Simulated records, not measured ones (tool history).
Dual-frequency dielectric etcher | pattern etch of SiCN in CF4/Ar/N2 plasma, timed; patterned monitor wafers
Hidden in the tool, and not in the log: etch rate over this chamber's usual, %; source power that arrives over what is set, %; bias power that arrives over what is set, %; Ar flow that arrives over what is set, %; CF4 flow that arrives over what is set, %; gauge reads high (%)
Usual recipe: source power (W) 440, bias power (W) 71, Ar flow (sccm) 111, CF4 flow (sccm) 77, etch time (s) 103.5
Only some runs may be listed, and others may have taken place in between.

run,day,source power (W),bias power (W),Ar flow (sccm),CF4 flow (sccm),etch time (s),wafers since the last listed run,hours since the last wet clean,hours since the last source power generator calibration,hours since the last bias power generator calibration,hours since the last Ar flow controller change,hours since the last CF4 flow controller change,hours since the last upper electrode change,hours since the gauge calibration,"read-back reference wafer on the same gauge, depth_nm",mean etch depth across the wafer (nm)
1,0.000,440,71,128,77,103.5,0,81.6,1439.7,27.7,4220.0,2893.4,3522.1,51.8,69.2,80.3
# day 1.400: Ar flow controller replaced
2,2.554,440,71,128,77,103.5,565,142.9,1501.0,89.0,27.7,2954.7,3583.4,113.1,69.2,79.6
# day 3.742: source power generator calibrated
3,4.971,410,71,111,77,93.5,551,200.9,29.5,147.0,85.7,3012.7,3641.4,171.1,69.2,65.3
4,6.825,410,71,111,77,93.5,454,245.4,74.0,191.5,130.2,3057.2,3685.9,215.6,69.3,65.4
5,8.862,440,71,111,77,103.5,499,294.3,122.9,240.4,179.1,3106.1,3734.8,264.5,69.1,77.6
6,10.662,550,71,111,68,103.5,441,337.5,166.1,283.6,222.3,3149.3,3778.0,307.7,69.2,95.6
7,11.754,520,82,111,77,73.0,267,363.7,192.3,309.8,248.5,3175.5,3804.2,333.9,69.0,66.6
8,13.704,440,71,111,77,103.5,478,410.5,239.1,356.6,295.3,3222.3,3851.0,380.7,69.0,76.7
# day 15.175: wet clean of the chamber
9,15.196,400,71,130,84,103.5,120,0.5,274.9,392.4,331.1,3258.1,3886.8,416.5,69.1,72.4
10,17.338,380,71,111,71,103.5,525,51.9,326.3,443.8,382.5,3309.5,3938.2,467.9,69.1,69.2
11,20.200,440,66,137,62,103.5,702,120.6,395.0,512.5,451.2,3378.2,4006.9,536.6,69.0,74.9
12,21.267,350,71,111,96,103.5,261,146.2,420.6,538.1,476.8,3403.8,4032.5,562.2,69.3,64.6
13,22.525,360,63,111,89,103.5,308,176.4,450.8,568.3,507.0,3434.0,4062.7,592.4,69.1,64.2
# day 25.333: CF4 flow controller replaced
# day 25.467: upper electrode replaced
14,25.488,440,60,101,77,103.5,633,247.5,521.9,639.4,578.1,3.7,0.5,663.5,69.2,76.8
15,26.588,440,62,119,88,103.5,269,273.9,548.3,665.8,604.5,30.1,26.9,689.9,68.9,76.3
16,28.350,440,62,111,87,103.5,432,316.2,590.6,708.1,646.8,72.4,69.2,732.2,69.1,76.2
17,31.012,440,71,111,77,103.5,653,380.1,654.5,772.0,710.7,136.3,133.1,796.1,69.3,78.2
18,33.762,440,71,134,77,103.5,674,446.1,720.5,838.0,776.7,202.3,199.1,862.1,69.1,76.8
# day 34.050: gauge calibrated
# day 35.338: wet clean of the chamber
19,36.017,440,71,111,77,103.5,307,16.3,774.6,892.1,830.8,256.4,253.2,47.2,69.3,82.8
20,37.279,370,71,111,77,103.5,309,46.6,804.9,922.4,861.1,286.7,283.5,77.5,69.2,68.7

Each row is a separate what-if for the run after 20, all from the same tool condition, not one after another. Results?
A,37.296,440,71,111,77,103.5,4,47.0,805.3,922.8,861.5,287.1,283.9,77.9,?,?
B,37.296,370,71,111,77,119.0,4,47.0,805.3,922.8,861.5,287.1,283.9,77.9,?,?
C,37.296,440,78,100,77,103.5,4,47.0,805.3,922.8,861.5,287.1,283.9,77.9,?,?
D,37.296,440,58,87,90,103.5,4,47.0,805.3,922.8,861.5,287.1,283.9,77.9,?,?
E,37.296,530,71,138,77,119.0,4,47.0,805.3,922.8,861.5,287.1,283.9,77.9,?,?

run,"read-back reference wafer on the same gauge, depth_nm",mean etch depth across the wafer (nm)
A,69.1,82.2
B,69.1,79.4
C,69.1,85.1
D,69.1,80.6
E,69.1,111.6
With the hidden condition removed and each run's random variation left untouched, the same runs would have given:
run,mean etch depth across the wafer (nm)
A,78.5
B,75.8
C,81.2
D,77.0
E,106.5
